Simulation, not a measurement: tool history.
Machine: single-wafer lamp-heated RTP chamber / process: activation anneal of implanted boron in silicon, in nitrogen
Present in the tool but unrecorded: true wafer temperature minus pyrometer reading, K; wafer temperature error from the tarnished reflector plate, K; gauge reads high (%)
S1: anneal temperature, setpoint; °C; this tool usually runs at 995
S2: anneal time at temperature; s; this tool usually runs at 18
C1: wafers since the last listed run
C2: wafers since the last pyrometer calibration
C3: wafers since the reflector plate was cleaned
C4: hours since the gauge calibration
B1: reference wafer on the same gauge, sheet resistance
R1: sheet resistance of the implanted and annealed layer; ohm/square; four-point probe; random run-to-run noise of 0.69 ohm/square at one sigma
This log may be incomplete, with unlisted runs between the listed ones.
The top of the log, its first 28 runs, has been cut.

run   hour    S1  S2   C1    C2    C3     C4      B1      R1
 29  803.0   995  18  799  4570  4720  546.3  538.17  453.39
     831.7  -- reflector plate cleaned
 30  832.6   995  18  585  5156    23  575.9  538.16  453.08
 31  854.7   970  15  599  5755   622  598.0  537.69  462.57
     878.5  -- pyrometer window cleaned and pyrometer calibrated
 32  885.4   995  18  615   187  1238  628.7  537.73  456.29
 33  913.9   995  18  772   960  2011  657.2  538.11  452.89
 34  938.7  1021  18  672  1632  2683  682.0  537.77  451.02
 35  957.7   978   8  515  2148  3198  701.0  537.90  462.41
 36  988.1   995  23  824  2972  4023  731.4  537.97  452.99

Forecast each of these 4 alternatives for the next run:
  A  988.5   995   9  10  2983  4034  731.8   ?   ?
  B  988.5   970  26  10  2983  4034  731.8   ?   ?
  C  988.5  1015  18  10  2983  4034  731.8   ?   ?
  D  988.5   975  25  10  2983  4034  731.8   ?   ?

run      B1      R1
  A  538.12  455.45
  B  538.12  459.54
  C  538.12  451.89
  D  538.12  457.62
What these runs would have given with no unlogged condition in the tool:
run      R1
  A  460.86
  B  472.66
  C  453.25
  D  467.75

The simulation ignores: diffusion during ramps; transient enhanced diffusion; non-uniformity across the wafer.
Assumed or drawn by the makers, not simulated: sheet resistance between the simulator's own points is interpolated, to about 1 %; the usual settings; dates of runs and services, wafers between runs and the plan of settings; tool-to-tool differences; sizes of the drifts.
